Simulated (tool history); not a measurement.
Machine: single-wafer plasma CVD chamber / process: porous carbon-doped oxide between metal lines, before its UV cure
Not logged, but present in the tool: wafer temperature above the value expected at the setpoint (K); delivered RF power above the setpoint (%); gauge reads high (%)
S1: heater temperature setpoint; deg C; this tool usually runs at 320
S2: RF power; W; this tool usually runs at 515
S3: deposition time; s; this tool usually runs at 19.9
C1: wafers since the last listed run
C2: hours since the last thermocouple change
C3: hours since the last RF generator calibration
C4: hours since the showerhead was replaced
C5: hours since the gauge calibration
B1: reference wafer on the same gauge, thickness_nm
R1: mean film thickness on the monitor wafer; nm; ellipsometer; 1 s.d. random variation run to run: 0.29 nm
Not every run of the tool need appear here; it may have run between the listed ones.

{"run": 1, "hour": 0.0, "S1": 320, "S2": 585, "S3": 22.7, "C1": 0, "C2": 1690.6, "C3": 1787.2, "C4": 2453.2, "C5": 279.3, "B1": 96.996, "R1": 119.303}
{"run": 2, "hour": 13.9, "S1": 320, "S2": 515, "S3": 19.9, "C1": 585, "C2": 1704.5, "C3": 1801.1, "C4": 2467.1, "C5": 293.2, "B1": 97.004, "R1": 96.659}
{"run": 3, "hour": 46.7, "S1": 320, "S2": 515, "S3": 19.9, "C1": 1381, "C2": 1737.3, "C3": 1833.9, "C4": 2499.9, "C5": 326, "B1": 97.01, "R1": 96.276}
{"run": 4, "hour": 75.0, "S1": 320, "S2": 515, "S3": 19.9, "C1": 1192, "C2": 1765.6, "C3": 1862.2, "C4": 2528.2, "C5": 354.3, "B1": 96.982, "R1": 95.987}
{"run": 5, "hour": 167.2, "S1": 320, "S2": 515, "S3": 19.9, "C1": 3884, "C2": 1857.8, "C3": 1954.4, "C4": 2620.4, "C5": 446.5, "B1": 97.077, "R1": 95.607}
{"run": 6, "hour": 184.2, "S1": 320, "S2": 515, "S3": 19.9, "C1": 716, "C2": 1874.8, "C3": 1971.4, "C4": 2637.4, "C5": 463.5, "B1": 96.969, "R1": 95.633}
{"hour": 192.3, "done": "RF generator calibrated"}
{"hour": 215.5, "done": "thermocouple changed; heater temperature recalibrated"}
{"run": 7, "hour": 216.0, "S1": 320, "S2": 515, "S3": 19.9, "C1": 665, "C2": 0.5, "C3": 23.7, "C4": 2669.2, "C5": 495.3, "B1": 96.994, "R1": 91.55}
{"hour": 265.1, "done": "gauge calibrated"}
{"run": 8, "hour": 278.7, "S1": 320, "S2": 515, "S3": 22, "C1": 2641, "C2": 63.2, "C3": 86.4, "C4": 2731.9, "C5": 13.6, "B1": 97.028, "R1": 101.189}
{"hour": 294.0, "done": "RF generator calibrated, repeated, since the last time left the tool worse"}
{"run": 9, "hour": 302.5, "S1": 320, "S2": 515, "S3": 22, "C1": 665, "C2": 87, "C3": 8.5, "C4": 2755.7, "C5": 37.4, "B1": 97.017, "R1": 108.84}
{"run": 10, "hour": 336.9, "S1": 327, "S2": 580, "S3": 19.9, "C1": 1449, "C2": 121.4, "C3": 42.9, "C4": 2790.1, "C5": 71.8, "B1": 96.956, "R1": 103.507}
{"run": 11, "hour": 349.3, "S1": 308, "S2": 560, "S3": 23.6, "C1": 522, "C2": 133.8, "C3": 55.3, "C4": 2802.5, "C5": 84.2, "B1": 96.981, "R1": 131.603}
{"run": 12, "hour": 369.3, "S1": 320, "S2": 515, "S3": 18.8, "C1": 842, "C2": 153.8, "C3": 75.3, "C4": 2822.5, "C5": 104.2, "B1": 96.98, "R1": 93.604}
{"run": 13, "hour": 392.4, "S1": 327, "S2": 610, "S3": 22.1, "C1": 973, "C2": 176.9, "C3": 98.4, "C4": 2845.6, "C5": 127.3, "B1": 97.066, "R1": 119.017}
{"hour": 402.8, "done": "showerhead replaced"}
{"run": 14, "hour": 404.8, "S1": 313, "S2": 445, "S3": 16.1, "C1": 185, "C2": 189.3, "C3": 110.8, "C4": 2, "C5": 139.7, "B1": 96.97, "R1": 75.432}
{"run": 15, "hour": 437.6, "S1": 320, "S2": 515, "S3": 19.9, "C1": 1381, "C2": 222.1, "C3": 143.6, "C4": 34.8, "C5": 172.5, "B1": 97.02, "R1": 98.647}
{"run": 16, "hour": 452.3, "S1": 313, "S2": 600, "S3": 18.8, "C1": 619, "C2": 236.8, "C3": 158.3, "C4": 49.5, "C5": 187.2, "B1": 97.013, "R1": 108.678}
{"run": 17, "hour": 481.9, "S1": 324, "S2": 415, "S3": 22.2, "C1": 1247, "C2": 266.4, "C3": 187.9, "C4": 79.1, "C5": 216.8, "B1": 96.938, "R1": 91.387}
{"run": 18, "hour": 509.4, "S1": 320, "S2": 515, "S3": 19.9, "C1": 1158, "C2": 293.9, "C3": 215.4, "C4": 106.6, "C5": 244.3, "B1": 96.992, "R1": 98.747}
{"run": 19, "hour": 523.7, "S1": 334, "S2": 580, "S3": 18, "C1": 602, "C2": 308.2, "C3": 229.7, "C4": 120.9, "C5": 258.6, "B1": 96.971, "R1": 91.092}

Below are 4 alternative next runs, each starting from the tool's condition after run 19. Predict each:
{"run": "A", "hour": 524.1, "S1": 320, "S2": 515, "S3": 19.9, "C1": 16, "C2": 308.6, "C3": 230.1, "C4": 121.3, "C5": 259, "B1": "?", "R1": "?"}
{"run": "B", "hour": 524.1, "S1": 330, "S2": 515, "S3": 19.9, "C1": 16, "C2": 308.6, "C3": 230.1, "C4": 121.3, "C5": 259, "B1": "?", "R1": "?"}
{"run": "C", "hour": 524.1, "S1": 315, "S2": 610, "S3": 23.4, "C1": 16, "C2": 308.6, "C3": 230.1, "C4": 121.3, "C5": 259, "B1": "?", "R1": "?"}
{"run": "D", "hour": 524.1, "S1": 312, "S2": 515, "S3": 22.7, "C1": 16, "C2": 308.6, "C3": 230.1, "C4": 121.3, "C5": 259, "B1": "?", "R1": "?"}

run=A B1=97.041 R1=99.238
run=B B1=97.041 R1=94.419
run=C B1=97.041 R1=133.785
run=D B1=97.041 R1=117.538
Had the tool no hidden state, the same runs would have come out as:
run=A R1=99.91
run=B R1=95.058
run=C R1=134.672
run=D R1=118.333

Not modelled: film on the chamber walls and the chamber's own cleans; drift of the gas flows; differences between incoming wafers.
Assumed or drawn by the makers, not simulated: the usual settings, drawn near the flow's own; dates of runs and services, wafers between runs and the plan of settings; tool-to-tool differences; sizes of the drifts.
